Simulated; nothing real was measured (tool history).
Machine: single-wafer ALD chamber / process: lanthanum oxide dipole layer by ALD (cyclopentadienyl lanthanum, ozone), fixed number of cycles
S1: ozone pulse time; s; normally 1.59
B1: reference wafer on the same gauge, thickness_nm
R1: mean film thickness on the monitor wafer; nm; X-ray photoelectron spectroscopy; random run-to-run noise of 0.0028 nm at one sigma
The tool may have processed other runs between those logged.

Run 1, hour 0: usual settings; B1 0.446. Result: R1 0.518 nm.
Run 2, hour 88.3: usual settings but S1 1.73 s; B1 0.445. Result: R1 0.524 nm.
Run 3, hour 144.8: usual settings but S1 1.73 s; B1 0.445. Result: R1 0.522 nm.
Run 4, hour 252.6: usual settings but S1 1.73 s; B1 0.445. Result: R1 0.519 nm.
Run 5, hour 339.7: usual settings but S1 1.78 s; B1 0.445. Result: R1 0.524 nm.
Run 6, hour 396.9: usual settings but S1 1.78 s; B1 0.445. Result: R1 0.526 nm.
Run 7, hour 502.7: usual settings but S1 1.9 s; B1 0.445. Result: R1 0.526 nm.
Run 8, hour 600.1: usual settings; B1 0.445. Result: R1 0.513 nm.
Run 9, hour 640.6: usual settings but S1 1.3 s; B1 0.445. Result: R1 0.501 nm.
Run 10, hour 693.5: usual settings but S1 1.93 s; B1 0.445. Result: R1 0.523 nm.
Run 11, hour 736: usual settings but S1 2.06 s; B1 0.445. Result: R1 0.532 nm.
At hour 841.6: thermocouple changed; heater temperature recalibrated.
Run 12, hour 842.1: usual settings but S1 2.03 s; B1 0.444. Result: R1 0.531 nm.
At hour 931.2: ozone generator serviced.
Run 13, hour 1071.8: usual settings but S1 2.14 s; B1 0.445. Result: R1 0.532 nm.
At hour 1152.9: gauge calibrated.
Run 14, hour 1297.9: usual settings; B1 0.445. Result: R1 0.517 nm.
Run 15, hour 1374.7: usual settings but S1 1.17 s; B1 0.445. Result: R1 0.489 nm.
Run 16, hour 1431.9: usual settings but S1 1.03 s; B1 0.445. Result: R1 0.472 nm.
At hour 1464.9: showerhead replaced.
Run 17, hour 1487.1: usual settings but S1 1 s; B1 0.445. Result: R1 0.472 nm.
Run 18, hour 1540.8: usual settings; B1 0.445. Result: R1 0.515 nm.
Run 19, hour 1634.8: usual settings but S1 1.31 s; B1 0.445. Result: R1 0.498 nm.
Run 20, hour 1680.7: usual settings; B1 0.444. Result: R1 0.517 nm.
Run 21, hour 1733.1: usual settings; B1 0.445. Result: R1 0.517 nm.
Run 22, hour 1827.5: usual settings but S1 1.81 s; B1 0.445. Result: R1 0.525 nm.
Run 23, hour 1916.4: usual settings but S1 2.23 s; B1 0.446. Result: R1 0.526 nm.
Run 24, hour 2125.3: usual settings; B1 0.444. Result: R1 0.517 nm.
Run 25, hour 2179.2: usual settings; B1 0.445. Result: R1 0.518 nm.
At hour 2295: ozone generator serviced.
Run 26, hour 2490.4: usual settings; B1 0.445. Result: R1 0.517 nm.
Run 27, hour 2537.6: usual settings but S1 1.29 s; B1 0.445. Result: R1 0.501 nm.
Run 28, hour 2618.6: usual settings but S1 1.88 s; B1 0.445. Result: R1 0.528 nm.
Run 29, hour 2715.1: usual settings but S1 1.32 s; B1 0.445. Result: R1 0.5 nm.
Run 30, hour 2816.9: usual settings; B1 0.445. Result: R1 0.518 nm.
Run 31, hour 2858.6: usual settings; B1 0.444. Result: R1 0.518 nm.
Run 32, hour 2903.5: usual settings but S1 1.34 s; B1 0.446. Result: R1 0.504 nm.
Run 33, hour 2955.6: usual settings but S1 1.91 s; B1 0.445. Result: R1 0.528 nm.

Here are 5 independent what-if runs from the current tool condition. What would each one return?
Run A, hour 2956: usual settings but S1 1.96 s; B1 ?. Result: R1 ?.
Run B, hour 2956: usual settings but S1 1.26 s; B1 ?. Result: R1 ?.
Run C, hour 2956: usual settings but S1 2.04 s; B1 ?. Result: R1 ?.
Run D, hour 2956: usual settings but S1 1.21 s; B1 ?. Result: R1 ?.
Run E, hour 2956: usual settings but S1 1.92 s; B1 ?. Result: R1 ?.

run     B1     R1
  A  0.446   0.53
  B  0.446  0.499
  C  0.446  0.532
  D  0.446  0.495
  E  0.446  0.529
With the hidden condition removed and each run's random variation left untouched, the same runs would have given:
run     R1
  A   0.53
  B  0.499
  C  0.532
  D  0.495
  E  0.529

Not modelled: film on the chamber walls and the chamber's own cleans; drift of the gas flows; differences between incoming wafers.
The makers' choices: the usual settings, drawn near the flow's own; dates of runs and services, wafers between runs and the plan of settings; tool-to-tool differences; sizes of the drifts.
